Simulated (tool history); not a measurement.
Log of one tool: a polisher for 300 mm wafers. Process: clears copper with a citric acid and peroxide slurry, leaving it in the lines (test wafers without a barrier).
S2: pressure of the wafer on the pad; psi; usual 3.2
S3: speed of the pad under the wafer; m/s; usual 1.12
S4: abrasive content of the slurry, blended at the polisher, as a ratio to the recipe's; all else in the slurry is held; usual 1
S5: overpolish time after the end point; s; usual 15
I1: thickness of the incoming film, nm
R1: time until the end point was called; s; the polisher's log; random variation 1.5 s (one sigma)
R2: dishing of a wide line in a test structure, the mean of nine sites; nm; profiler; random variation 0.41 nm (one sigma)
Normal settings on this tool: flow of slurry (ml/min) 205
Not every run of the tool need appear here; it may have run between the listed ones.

{"run": 1, "hour": 0.0, "flow of slurry (ml/min)": 205, "S2": 3.2, "S3": 1.12, "S4": 1, "S5": 12, "I1": 232.8, "R1": 93.5, "R2": 21.5}
{"run": 2, "hour": 10.5, "flow of slurry (ml/min)": 205, "S2": 3.2, "S3": 1.12, "S4": 1, "S5": 12, "I1": 234.7, "R1": 95.2, "R2": 21.1}
{"run": 3, "hour": 26.1, "flow of slurry (ml/min)": 205, "S2": 3.2, "S3": 1.34, "S4": 1, "S5": 15, "I1": 234.5, "R1": 79.4, "R2": 30}
{"run": 4, "hour": 32.2, "flow of slurry (ml/min)": 205, "S2": 3.2, "S3": 1.34, "S4": 1, "S5": 15, "I1": 231.1, "R1": 77.9, "R2": 30.4}
{"run": 5, "hour": 45.3, "flow of slurry (ml/min)": 205, "S2": 3.2, "S3": 1.34, "S4": 1, "S5": 15, "I1": 232.4, "R1": 77.6, "R2": 30.6}
{"run": 6, "hour": 56.7, "flow of slurry (ml/min)": 205, "S2": 3.2, "S3": 1.12, "S4": 1, "S5": 19, "I1": 237.4, "R1": 100, "R2": 31.5}
{"run": 7, "hour": 71.9, "flow of slurry (ml/min)": 205, "S2": 3.2, "S3": 1.12, "S4": 1, "S5": 19, "I1": 234.6, "R1": 97.7, "R2": 31.6}
{"run": 8, "hour": 80.4, "flow of slurry (ml/min)": 205, "S2": 3.2, "S3": 1.12, "S4": 1, "S5": 15, "I1": 235.7, "R1": 95.7, "R2": 25.3}
{"run": 9, "hour": 97.9, "flow of slurry (ml/min)": 205, "S2": 3.2, "S3": 1.12, "S4": 1, "S5": 15, "I1": 235, "R1": 99.7, "R2": 25.3}
{"run": 10, "hour": 108.6, "flow of slurry (ml/min)": 205, "S2": 3.6, "S3": 1.12, "S4": 0.75, "S5": 15, "I1": 233.6, "R1": 93.2, "R2": 25.2}
{"run": 11, "hour": 124.5, "flow of slurry (ml/min)": 205, "S2": 3.2, "S3": 1.12, "S4": 1, "S5": 15, "I1": 237, "R1": 99.7, "R2": 25.5}
{"run": 12, "hour": 172.1, "flow of slurry (ml/min)": 260, "S2": 3.2, "S3": 0.82, "S4": 1.1, "S5": 15, "I1": 235.8, "R1": 118.2, "R2": 21.3}
{"run": 13, "hour": 179.9, "flow of slurry (ml/min)": 205, "S2": 4.2, "S3": 1.12, "S4": 1.15, "S5": 15, "I1": 232.1, "R1": 65.2, "R2": 35.8}
{"run": 14, "hour": 197.8, "flow of slurry (ml/min)": 205, "S2": 3.6, "S3": 1.12, "S4": 0.75, "S5": 15, "I1": 234.8, "R1": 82.9, "R2": 27.2}
{"run": 15, "hour": 210.3, "flow of slurry (ml/min)": 205, "S2": 3.7, "S3": 1.3, "S4": 1.2, "S5": 23, "I1": 235.2, "R1": 63.5, "R2": 50.5}
{"run": 16, "hour": 224.3, "flow of slurry (ml/min)": 150, "S2": 3.6, "S3": 1.3, "S4": 1, "S5": 15, "I1": 233.2, "R1": 70.5, "R2": 33}
{"run": 17, "hour": 236.4, "flow of slurry (ml/min)": 205, "S2": 2.8, "S3": 1.12, "S4": 1, "S5": 11, "I1": 236.1, "R1": 102, "R2": 18.8}
{"run": 18, "hour": 245.4, "flow of slurry (ml/min)": 260, "S2": 3.2, "S3": 1.24, "S4": 1.2, "S5": 6, "I1": 234.7, "R1": 75.1, "R2": 13.8}
{"run": 19, "hour": 261.7, "flow of slurry (ml/min)": 205, "S2": 3.2, "S3": 1.12, "S4": 1, "S5": 15, "I1": 237.2, "R1": 89, "R2": 26.9}
{"run": 20, "hour": 278.3, "flow of slurry (ml/min)": 205, "S2": 3.2, "S3": 1.12, "S4": 1.2, "S5": 15, "I1": 237.9, "R1": 89.7, "R2": 28.5}
{"run": 21, "hour": 288.1, "flow of slurry (ml/min)": 205, "S2": 3.2, "S3": 1.12, "S4": 1.1, "S5": 15, "I1": 235.1, "R1": 87.6, "R2": 27.4}
{"run": 22, "hour": 297.6, "flow of slurry (ml/min)": 205, "S2": 4.1, "S3": 0.9, "S4": 0.9, "S5": 18, "I1": 234.7, "R1": 92.2, "R2": 32}
{"run": 23, "hour": 308.4, "flow of slurry (ml/min)": 205, "S2": 3.2, "S3": 1.12, "S4": 1, "S5": 7, "I1": 233.8, "R1": 89.9, "R2": 13.5}
{"run": 24, "hour": 341.2, "flow of slurry (ml/min)": 230, "S2": 3.2, "S3": 1.36, "S4": 1.15, "S5": 7, "I1": 239, "R1": 71.3, "R2": 16.9}
{"run": 25, "hour": 357.1, "flow of slurry (ml/min)": 250, "S2": 4, "S3": 1.12, "S4": 0.8, "S5": 15, "I1": 237.9, "R1": 76.8, "R2": 31.5}
{"run": 26, "hour": 372.0, "flow of slurry (ml/min)": 205, "S2": 3.2, "S3": 1.12, "S4": 1, "S5": 15, "I1": 238.7, "R1": 94.2, "R2": 26.2}
{"run": 27, "hour": 384.7, "flow of slurry (ml/min)": 205, "S2": 3.2, "S3": 1.4, "S4": 1, "S5": 15, "I1": 236.6, "R1": 74.8, "R2": 32.6}

Between the runs listed above, the log contained 7 entries, not reproduced here. Where in the sequence does each belong, and how does what the log doesn't record of the tool's condition differ from the listed run before to the listed run after?
Runs 2 to 3: worn pad replaced by a new one (hour 25.6)
  abrasive missing from the slurry, %: 18.1 -> 19.8
  measured less the result without the state, R1: +4.8 -> +4.4 s; R2: -1 -> -1.5 nm
Runs 11 to 12: head pressure recalibrated (hour 132.1); worn pad replaced by a new one (hour 134.9); slurry blender recalibrated (hour 170.1)
  abrasive missing from the slurry, %: 32.7 -> 0.824
  measured less the result without the state, R1: +9.8 -> +0.3 s; R2: -2.4 -> +0 nm
Runs 14 to 15: slurry nozzle cleaned (hour 209.6)
  abrasive missing from the slurry, %: 0.962 -> 1.12
  measured less the result without the state, R1: +0.2 -> +0.2 s; R2: +0 -> -0.1 nm
Runs 16 to 17: worn pad replaced by a new one (hour 228.4)
  abrasive missing from the slurry, %: 1.35 -> 1.62
  measured less the result without the state, R1: +0.3 -> +0.4 s; R2: -0.1 -> +0 nm
Runs 23 to 24: worn pad replaced by a new one (hour 327.6)
  abrasive missing from the slurry, %: 4.28 -> 6.12
  measured less the result without the state, R1: +1 -> +1.1 s; R2: -0.1 -> -0.3 nm
